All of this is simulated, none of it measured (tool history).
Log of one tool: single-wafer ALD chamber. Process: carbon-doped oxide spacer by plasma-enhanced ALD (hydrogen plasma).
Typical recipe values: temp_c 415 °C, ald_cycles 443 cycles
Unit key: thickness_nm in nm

| run | day | temp_c | ald_cycles | read-back reference wafer on the same gauge, thickness_nm | thickness_nm |
|---|---|---|---|---|---|
| 1 | 0 | 415 | 416 | 24.684 | 20.168 |
| 2 | 0.517 | 415 | 416 | 24.706 | 20.131 |
| 3 | 1.362 | 415 | 443 | 24.705 | 21.42 |
| 4 | 2.717 | 415 | 443 | 24.705 | 21.453 |
|  | 2.829 | gauge calibrated |
| 5 | 3.975 | 415 | 443 | 24.686 | 21.43 |
| 6 | 4.725 | 415 | 443 | 24.672 | 21.509 |
| 7 | 5.671 | 421 | 419 | 24.728 | 19.817 |
| 8 | 6.554 | 421 | 419 | 24.676 | 19.818 |
| 9 | 7.179 | 400 | 506 | 24.707 | 25.666 |
| 10 | 8.104 | 401 | 398 | 24.693 | 20.048 |
| 11 | 8.733 | 411 | 378 | 24.702 | 18.538 |
| 12 | 10.15 | 429 | 357 | 24.701 | 16.464 |
| 13 | 11.246 | 409 | 390 | 24.697 | 19.099 |
|  | 11.571 | gauge calibrated |
|  | 12.167 | thermocouple changed; heater temperature recalibrated |
| 14 | 12.188 | 415 | 399 | 24.707 | 19.314 |
| 15 | 13.188 | 408 | 363 | 24.715 | 18.028 |
| 16 | 14.154 | 415 | 443 | 24.699 | 21.401 |
| 17 | 15.983 | 415 | 374 | 24.659 | 18.072 |

Below are 5 alternative next runs, each starting from the tool's condition after run 17. Predict each:
| A | 16.029 | 415 | 525 | ? | ? |
| B | 16.029 | 427 | 521 | ? | ? |
| C | 16.029 | 411 | 361 | ? | ? |
| D | 16.029 | 427 | 469 | ? | ? |
| E | 16.029 | 401 | 490 | ? | ? |

| run | read-back reference wafer on the same gauge, thickness_nm | thickness_nm |
|---|---|---|
| A | 24.682 | 25.365 |
| B | 24.682 | 24.222 |
| C | 24.682 | 17.661 |
| D | 24.682 | 21.805 |
| E | 24.682 | 24.716 |
The same runs, with their run-to-run variation unchanged, on a tool lacking any hidden condition would have given:
| run | thickness_nm |
|---|---|
| A | 25.365 |
| B | 24.222 |
| C | 17.661 |
| D | 21.805 |
| E | 24.716 |
